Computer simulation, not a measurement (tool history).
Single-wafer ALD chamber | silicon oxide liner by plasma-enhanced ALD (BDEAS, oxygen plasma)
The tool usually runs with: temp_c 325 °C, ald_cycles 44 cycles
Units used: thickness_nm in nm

run   hour  temp_c  ald_cycles  read-back reference wafer on the same gauge, thickness_nm  thickness_nm
  1    0.0     325          51                                                      4.201         4.700
  2   30.4     325          44                                                      4.198         4.058
  3   98.6     325          44                                                      4.201         4.083
  4  124.6     325          44                                                      4.201         4.077
  5  154.0     333          44                                                      4.198         4.018
  6  170.8     325          44                                                      4.197         4.085
  7  205.5     325          44                                                      4.198         4.092
  8  220.9     325          44                                                      4.201         4.046
  9  246.5     325          44                                                      4.199         4.073
 10  278.2     325          44                                                      4.201         4.041
 11  311.1     325          44                                                      4.200         4.048
 12  338.5     325          44                                                      4.200         4.077
 13  356.6     325          44                                                      4.199         4.068
 14  383.2     325          44                                                      4.197         4.055
 15  402.1     325          44                                                      4.199         4.061
 16  433.7     325          44                                                      4.201         4.073
 17  455.6     325          44                                                      4.201         4.072
 18  488.3     330          39                                                      4.200         3.584
     510.0  -- thermocouple changed; heater temperature recalibrated
 19  517.6     325          44                                                      4.202         4.066
 20  545.3     325          44                                                      4.200         4.069
     546.4  -- gauge calibrated
 21  575.5     325          44                                                      4.201         4.091
 22  611.5     335          49                                                      4.199         4.479
 23  634.1     313          39                                                      4.200         3.663
 24  666.3     318          48                                                      4.199         4.493
 25  701.4     312          44                                                      4.200         4.135
 26  728.1     325          44                                                      4.201         4.057
 27  779.0     325          44                                                      4.199         4.057
 28  806.9     313          41                                                      4.201         3.846
 29  834.4     320          47                                                      4.200         4.387
 30  856.3     325          44                                                      4.199         4.070
 31  879.5     325          44                                                      4.199         4.083
 32  907.0     315          52                                                      4.198         4.873
 33  941.2     311          52                                                      4.202         4.895
 34  968.9     330          52                                                      4.200         4.776
 35  993.5     320          53                                                      4.201         4.941

What the log doesn't show, run by run:
wafer temperature above the value expected at the setpoint (K): 0 in every run
gauge reads high (%): 0 in every run
